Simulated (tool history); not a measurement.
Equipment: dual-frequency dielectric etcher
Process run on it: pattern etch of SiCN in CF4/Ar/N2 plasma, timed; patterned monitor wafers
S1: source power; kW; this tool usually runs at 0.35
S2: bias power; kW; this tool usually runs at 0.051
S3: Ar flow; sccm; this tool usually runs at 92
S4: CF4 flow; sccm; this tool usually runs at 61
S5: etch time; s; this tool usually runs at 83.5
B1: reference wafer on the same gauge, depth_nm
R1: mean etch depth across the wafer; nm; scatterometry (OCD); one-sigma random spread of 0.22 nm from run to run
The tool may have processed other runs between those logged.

run 1 day=0 | S1=0.35 S2=0.051 S3=70 S4=50 S5=108 | B1=53.9 | R1=68.9
run 2 day=1.708 | S1=0.41 S2=0.051 S3=74 S4=61 S5=83.5 | B1=53.9 | R1=61.7
run 3 day=3.829 | S1=0.38 S2=0.058 S3=92 S4=61 S5=83.5 | B1=54.1 | R1=58
run 4 day=5.667 | S1=0.35 S2=0.054 S3=92 S4=56 S5=83.5 | B1=54 | R1=51.6
run 5 day=8.375 | S1=0.35 S2=0.056 S3=92 S4=61 S5=83.5 | B1=54 | R1=52.9
run 6 day=10.442 | S1=0.26 S2=0.04 S3=92 S4=61 S5=83.5 | B1=53.9 | R1=35.8
run 7 day=11.929 | S1=0.32 S2=0.064 S3=86 S4=50 S5=83.5 | B1=54 | R1=51
run 8 day=14.654 | S1=0.35 S2=0.051 S3=92 S4=61 S5=83.5 | B1=54 | R1=51.5
run 9 day=16.192 | S1=0.26 S2=0.048 S3=92 S4=48 S5=107.5 | B1=54 | R1=47.6
run 10 day=18.371 | S1=0.35 S2=0.051 S3=72 S4=61 S5=83.5 | B1=54 | R1=51.9
run 11 day=20.275 | S1=0.35 S2=0.051 S3=92 S4=61 S5=83.5 | B1=53.8 | R1=49.5
run 12 day=21.85 | S1=0.35 S2=0.051 S3=92 S4=61 S5=83.5 | B1=53.9 | R1=49.5
run 13 day=23.175 | S1=0.35 S2=0.051 S3=92 S4=61 S5=83.5 | B1=54 | R1=49.4
run 14 day=25.775 | S1=0.35 S2=0.051 S3=73 S4=61 S5=83.5 | B1=54 | R1=52
run 15 day=27.758 | S1=0.35 S2=0.06 S3=111 S4=52 S5=99 | B1=54 | R1=58.8
run 16 day=29.183 | S1=0.35 S2=0.051 S3=92 S4=61 S5=83.5 | B1=53.9 | R1=49.1
run 17 day=31.154 | S1=0.35 S2=0.051 S3=79 S4=61 S5=103 | B1=54 | R1=63.2
run 18 day=32.771 | S1=0.35 S2=0.051 S3=92 S4=61 S5=83.5 | B1=54.1 | R1=49.4
run 19 day=34.896 | S1=0.3 S2=0.04 S3=80 S4=68 S5=83.5 | B1=53.9 | R1=41.2
run 20 day=36.662 | S1=0.26 S2=0.051 S3=92 S4=56 S5=83.5 | B1=54 | R1=37.8

Withheld: 4 entries from between the runs. Position of each, and hidden state at the listed run before versus the listed run after:
Runs 4 to 5: gauge calibrated (day 7.267)
  source power that arrives over what is set, %: 4.45 -> 4.6; bias power that arrives over what is set, %: 0.542 -> 0.594
  measured less the result without the state, R1: +2.1 -> +2.2 nm
Runs 5 to 6: wet clean of the chamber (day 10.075)
  source power that arrives over what is set, %: 4.6 -> 4.72; bias power that arrives over what is set, %: 0.594 -> 0.638
  measured less the result without the state, R1: +2.2 -> +1.5 nm
Runs 9 to 10: source power generator calibrated (day 16.467)
  source power that arrives over what is set, %: 5.05 -> 0.0434; bias power that arrives over what is set, %: 0.779 -> 0.839
  measured less the result without the state, R1: +2.2 -> +0.2 nm
Runs 16 to 17: wet clean of the chamber (day 30.717)
  source power that arrives over what is set, %: 0.0701 -> 0.0793; bias power that arrives over what is set, %: 1.2 -> 1.27
  measured less the result without the state, R1: +0.2 -> +0.4 nm
